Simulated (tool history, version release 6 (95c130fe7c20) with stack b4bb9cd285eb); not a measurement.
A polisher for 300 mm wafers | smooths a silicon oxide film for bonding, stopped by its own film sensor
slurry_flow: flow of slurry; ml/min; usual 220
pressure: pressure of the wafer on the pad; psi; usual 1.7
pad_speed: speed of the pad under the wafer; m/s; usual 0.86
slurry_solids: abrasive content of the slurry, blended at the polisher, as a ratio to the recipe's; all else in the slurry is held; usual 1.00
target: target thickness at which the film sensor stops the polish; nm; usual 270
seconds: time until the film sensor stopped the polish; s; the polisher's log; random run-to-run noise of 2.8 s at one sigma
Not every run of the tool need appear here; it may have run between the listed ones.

| run | hour | slurry_flow | pressure | pad_speed | slurry_solids | target | wafers since the last listed run | wafers polished on this pad | hours since the slurry nozzle was cleaned | hours since the head pressure was calibrated | hours since the slurry blender was calibrated | incoming thickness of the incoming film, nm | seconds |
|---|---|---|---|---|---|---|---|---|---|---|---|---|---|
| 1 | 0.0 | 220 | 1.7 | 0.86 | 1.00 | 270 | 0 | 265 | 232.6 | 388.4 | 12.5 | 342.2 | 170.9 |
| 2 | 6.7 | 220 | 1.7 | 0.86 | 1.00 | 270 | 66 | 331 | 239.3 | 395.1 | 19.2 | 346.1 | 179.3 |
| 3 | 14.6 | 220 | 1.7 | 0.86 | 1.00 | 270 | 78 | 410 | 247.2 | 403.0 | 27.1 | 337.3 | 157.8 |
|  | 22.2 | worn pad replaced by a new one |
| 4 | 31.5 | 220 | 1.7 | 0.86 | 1.00 | 270 | 128 | 92 | 264.1 | 419.9 | 44.0 | 339.0 | 163.4 |
| 5 | 43.2 | 220 | 1.7 | 0.86 | 1.00 | 270 | 116 | 208 | 275.8 | 431.6 | 55.7 | 334.9 | 153.1 |
| 6 | 59.8 | 220 | 1.7 | 0.86 | 1.00 | 270 | 164 | 373 | 292.4 | 448.2 | 72.3 | 343.3 | 175.2 |
|  | 79.7 | worn pad replaced by a new one |
| 7 | 80.2 | 220 | 1.7 | 0.86 | 1.00 | 260 | 162 | 4 | 312.8 | 468.6 | 92.7 | 337.9 | 181.1 |
|  | 87.0 | slurry nozzle cleaned |
|  | 89.9 | head pressure recalibrated |
| 8 | 94.0 | 220 | 1.7 | 0.86 | 1.00 | 260 | 107 | 112 | 7.0 | 4.1 | 106.5 | 343.2 | 172.3 |
| 9 | 121.1 | 175 | 1.7 | 0.86 | 1.00 | 292 | 268 | 380 | 34.1 | 31.2 | 133.6 | 345.7 | 117.6 |
|  | 136.5 | worn pad replaced by a new one |
|  | 143.1 | slurry blender recalibrated |
| 10 | 169.2 | 220 | 1.7 | 0.86 | 1.00 | 270 | 417 | 304 | 82.2 | 79.3 | 26.1 | 339.8 | 148.7 |
| 11 | 180.2 | 220 | 1.7 | 0.86 | 1.00 | 270 | 109 | 413 | 93.2 | 90.3 | 37.1 | 332.9 | 133.6 |
| 12 | 188.9 | 220 | 1.7 | 0.62 | 1.00 | 291 | 86 | 499 | 101.9 | 99.0 | 45.8 | 334.0 | 116.1 |
|  | 194.2 | worn pad replaced by a new one |
| 13 | 200.9 | 155 | 1.2 | 0.86 | 1.15 | 270 | 79 | 66 | 113.9 | 111.0 | 57.8 | 344.1 | 207.4 |
| 14 | 207.3 | 220 | 1.4 | 0.86 | 1.00 | 270 | 63 | 130 | 120.3 | 117.4 | 64.2 | 341.2 | 183.5 |
| 15 | 213.9 | 220 | 1.7 | 0.86 | 1.20 | 270 | 65 | 195 | 126.9 | 124.0 | 70.8 | 341.9 | 135.6 |
| 16 | 228.0 | 220 | 1.7 | 0.86 | 1.00 | 250 | 139 | 335 | 141.0 | 138.1 | 84.9 | 332.8 | 180.0 |

Branching from run 16: 5 alternative next runs. What would each branch give?
| A | 228.5 | 220 | 1.7 | 0.86 | 1.00 | 270 | 4 | 340 | 141.5 | 138.6 | 85.4 | 345.4 | ? |
| B | 228.5 | 220 | 1.4 | 1.02 | 1.00 | 270 | 4 | 340 | 141.5 | 138.6 | 85.4 | 345.4 | ? |
| C | 228.5 | 280 | 1.7 | 1.04 | 1.00 | 270 | 4 | 340 | 141.5 | 138.6 | 85.4 | 345.4 | ? |
| D | 228.5 | 220 | 1.7 | 0.86 | 0.80 | 270 | 4 | 340 | 141.5 | 138.6 | 85.4 | 345.4 | ? |
| E | 228.5 | 245 | 1.7 | 0.86 | 1.00 | 251 | 4 | 340 | 141.5 | 138.6 | 85.4 | 345.4 | ? |

| run | seconds |
|---|---|
| A | 153.3 |
| B | 166.0 |
| C | 131.6 |
| D | 187.0 |
| E | 189.6 |
Stripped of hidden state, with their random variation kept, the same runs would have yielded:
| run | seconds |
|---|---|
| A | 148.7 |
| B | 161.1 |
| C | 127.7 |
| D | 181.5 |
| E | 184.0 |
